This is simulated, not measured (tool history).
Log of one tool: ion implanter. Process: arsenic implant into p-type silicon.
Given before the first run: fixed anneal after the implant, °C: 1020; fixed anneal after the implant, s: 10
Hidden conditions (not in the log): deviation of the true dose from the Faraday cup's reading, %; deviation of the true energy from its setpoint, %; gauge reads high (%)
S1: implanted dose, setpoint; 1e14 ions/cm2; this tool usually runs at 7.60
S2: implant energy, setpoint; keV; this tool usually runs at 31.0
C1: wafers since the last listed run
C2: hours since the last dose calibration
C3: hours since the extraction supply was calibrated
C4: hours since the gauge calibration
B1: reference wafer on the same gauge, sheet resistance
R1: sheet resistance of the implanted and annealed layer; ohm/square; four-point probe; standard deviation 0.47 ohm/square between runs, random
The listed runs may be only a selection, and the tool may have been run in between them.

run     day    S1    S2    C1      C2      C3      C4      B1      R1
  1   0.000  7.60  31.0     0   909.2  2496.0   984.9  159.67  146.96
  2   2.646  7.60  31.0   934   972.7  2559.5  1048.4  160.08  147.00
  3   5.433  7.60  31.0   984  1039.6  2626.4  1115.3  160.14  147.72
  4   7.896  7.60  31.0   869  1098.7  2685.5  1174.4  160.01  146.95
  5   9.025  7.60  31.0   398  1125.8  2712.6  1201.5  160.17  147.52
  6  10.058  7.60  31.0   364  1150.6  2737.4  1226.3  159.99  147.67
     11.012  -- Faraday cup replaced and dose calibrated
  7  12.483  7.60  27.5   738    35.3  2795.6  1284.5  159.84  149.43
  8  14.000  7.60  27.5   535    71.7  2832.0  1320.9  160.09  148.80
  9  15.383  7.60  39.5   488   104.9  2865.2  1354.1  160.05  139.91
 10  16.983  8.38  28.0   564   143.3  2903.6  1392.5  159.94  139.36
 11  18.904  6.74  27.0   678   189.4  2949.7  1438.6  160.09  163.12
 12  19.967  6.58  31.0   375   214.9  2975.2  1464.1  160.17  161.38
 13  22.862  6.58  31.0  1022   284.4  3044.7  1533.6  160.12  161.83
 14  25.538  7.60  34.5   944   348.6  3108.9  1597.8  160.22  142.93
 15  27.412  7.60  31.0   662   393.6  3153.9  1642.8  160.09  146.88
 16  29.650  7.60  31.0   790   447.3  3207.6  1696.5  159.83  147.37
 17  31.175  7.60  31.0   538   483.9  3244.2  1733.1  159.94  147.17
     31.933  -- gauge calibrated
 18  32.717  9.04  31.0   544   520.9  3281.2    18.8  160.14  130.85
 19  35.358  7.60  31.0   932   584.3  3344.6    82.2  160.03  147.86
 20  36.596  7.60  31.0   436   614.0  3374.3   111.9  159.98  146.28
 21  39.262  8.66  41.5   941   678.0  3438.3   175.9  159.95  125.51
 22  42.058  6.25  37.0   987   745.1  3505.4   243.0  160.07  164.19
 23  43.638  5.60  41.5   557   783.0  3543.3   280.9  159.98  176.62
     44.404  -- extraction supply calibrated
 24  45.425  7.60  31.0   513   825.9    24.5   323.8  159.90  147.82
 25  46.821  9.69  31.0   492   859.4    58.0   357.3  159.92  125.14
     49.121  -- Faraday cup replaced and dose calibrated
 26  49.142  7.60  40.5   701     0.5   113.7   413.0  160.07  137.91
 27  51.596  5.87  31.0   866    59.4   172.6   471.9  159.90  174.09
 28  53.842  7.60  31.0   792   113.3   226.5   525.8  160.07  144.88
 29  55.071  9.04  23.0   434   142.8   256.0   555.3  159.97  138.69
 30  56.542  8.87  36.5   519   178.1   291.3   590.6  160.13  126.28
 31  58.267  8.36  39.0   609   219.5   332.7   632.0  159.95  130.38
 32  59.558  7.60  31.0   456   250.5   363.7   663.0  159.89  144.81
 33  61.004  9.07  22.5   510   285.2   398.4   697.7  159.96  140.59

What will run 34 give?
 34  62.950  8.90  28.0  687  331.9  445.1  744.4   ?   ?

{"run 34": {"B1": 159.9, "R1": 133.26}}
The same run, on a tool lacking any hidden state, would have yielded R1 132.91 ohm/square.
